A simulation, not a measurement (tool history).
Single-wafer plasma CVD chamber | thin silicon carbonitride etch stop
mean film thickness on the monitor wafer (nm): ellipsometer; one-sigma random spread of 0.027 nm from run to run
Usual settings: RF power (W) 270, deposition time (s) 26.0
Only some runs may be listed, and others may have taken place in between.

run	hour	RF power (W)	deposition time (s)	wafers since the last listed run	hours since the last thermocouple change	hours since the last RF generator calibration	hours since the showerhead was replaced	hours since the gauge calibration	read-back reference wafer on the same gauge, thickness_nm	mean film thickness on the monitor wafer (nm)
1	0.0	270	26.0	0	1833.0	1756.9	1836.6	1080.6	15.799	17.980
2	12.3	270	26.0	331	1845.3	1769.2	1848.9	1092.9	15.789	18.000
3	24.9	270	26.0	339	1857.9	1781.8	1861.5	1105.5	15.794	17.958
4	48.7	270	29.6	640	1881.7	1805.6	1885.3	1129.3	15.807	20.429
5	142.9	270	29.6	2536	1975.9	1899.8	1979.5	1223.5	15.805	20.526
6	176.3	270	26.0	899	2009.3	1933.2	2012.9	1256.9	15.806	17.957
7	195.9	270	26.0	527	2028.9	1952.8	2032.5	1276.5	15.797	17.957
8	255.0	270	26.0	1591	2088.0	2011.9	2091.6	1335.6	15.811	17.980
9	283.0	270	26.0	754	2116.0	2039.9	2119.6	1363.6	15.800	17.974
# hour 283.6: gauge calibrated
10	296.3	270	26.0	358	2129.3	2053.2	2132.9	12.7	15.790	17.973
11	320.1	270	26.0	640	2153.1	2077.0	2156.7	36.5	15.800	17.973
12	339.2	315	27.8	514	2172.2	2096.1	2175.8	55.6	15.796	19.839
13	357.3	270	26.0	487	2190.3	2114.2	2193.9	73.7	15.795	17.976
14	374.0	320	29.3	449	2207.0	2130.9	2210.6	90.4	15.806	20.941
15	404.3	315	27.4	815	2237.3	2161.2	2240.9	120.7	15.803	19.546
# hour 426.8: thermocouple changed; heater temperature recalibrated
16	427.3	285	29.7	403	0.5	2184.2	2263.9	143.7	15.794	20.729
# hour 444.2: RF generator calibrated
17	445.9	290	26.0	285	19.1	1.7	2282.5	162.3	15.797	18.490
18	482.5	305	23.0	985	55.7	38.3	2319.1	198.9	15.791	16.587
19	517.6	240	29.9	945	90.8	73.4	2354.2	234.0	15.787	20.566
20	542.0	290	28.5	657	115.2	97.8	2378.6	258.4	15.817	20.262
21	577.0	240	31.2	942	150.2	132.8	2413.6	293.4	15.803	21.375
22	590.9	270	26.0	374	164.1	146.7	2427.5	307.3	15.800	18.262
23	620.7	290	22.7	802	193.9	176.5	2457.3	337.1	15.794	16.172
# hour 639.7: showerhead replaced
24	647.5	270	26.0	506	220.7	203.3	7.8	363.9	15.790	18.234
25	666.1	270	26.0	500	239.3	221.9	26.4	382.5	15.791	18.194
26	699.7	270	26.0	904	272.9	255.5	60.0	416.1	15.807	18.275
27	727.0	220	30.1	735	300.2	282.8	87.3	443.4	15.794	20.242
28	755.3	300	30.8	762	328.5	311.1	115.6	471.7	15.808	22.056
29	786.8	270	23.3	848	360.0	342.6	147.1	503.2	15.812	16.323
30	821.1	245	23.0	923	394.3	376.9	181.4	537.5	15.798	15.815
31	834.9	270	26.0	371	408.1	390.7	195.2	551.3	15.789	18.260
32	923.9	270	26.0	2396	497.1	479.7	284.2	640.3	15.805	18.199
33	959.7	300	28.5	964	532.9	515.5	320.0	676.1	15.812	20.364
34	991.3	270	26.0	850	564.5	547.1	351.6	707.7	15.803	18.183
35	1006.9	290	26.0	420	580.1	562.7	367.2	723.3	15.804	18.464

Measured result minus the same run's result without the hidden state. Both carry the same run-to-run variation, though not necessarily the same gauge scatter:
Unlogged tool condition in this case: wafer temperature above the value expected at the setpoint (K); delivered RF power above the setpoint (%); gauge reads high (%).
run	mean film thickness on the monitor wafer (nm)
1	-0.288
2	-0.290
3	-0.291
4	-0.334
5	-0.349
6	-0.310
7	-0.312
8	-0.321
9	-0.324
10	-0.325
11	-0.329
12	-0.365
13	-0.334
14	-0.391
15	-0.369
16	-0.395
17	-0.029
18	-0.030
19	-0.042
20	-0.044
21	-0.053
22	-0.047
23	-0.044
24	-0.053
25	-0.055
26	-0.060
27	-0.070
28	-0.080
29	-0.063
30	-0.064
31	-0.076
32	-0.087
33	-0.102
34	-0.095
35	-0.098

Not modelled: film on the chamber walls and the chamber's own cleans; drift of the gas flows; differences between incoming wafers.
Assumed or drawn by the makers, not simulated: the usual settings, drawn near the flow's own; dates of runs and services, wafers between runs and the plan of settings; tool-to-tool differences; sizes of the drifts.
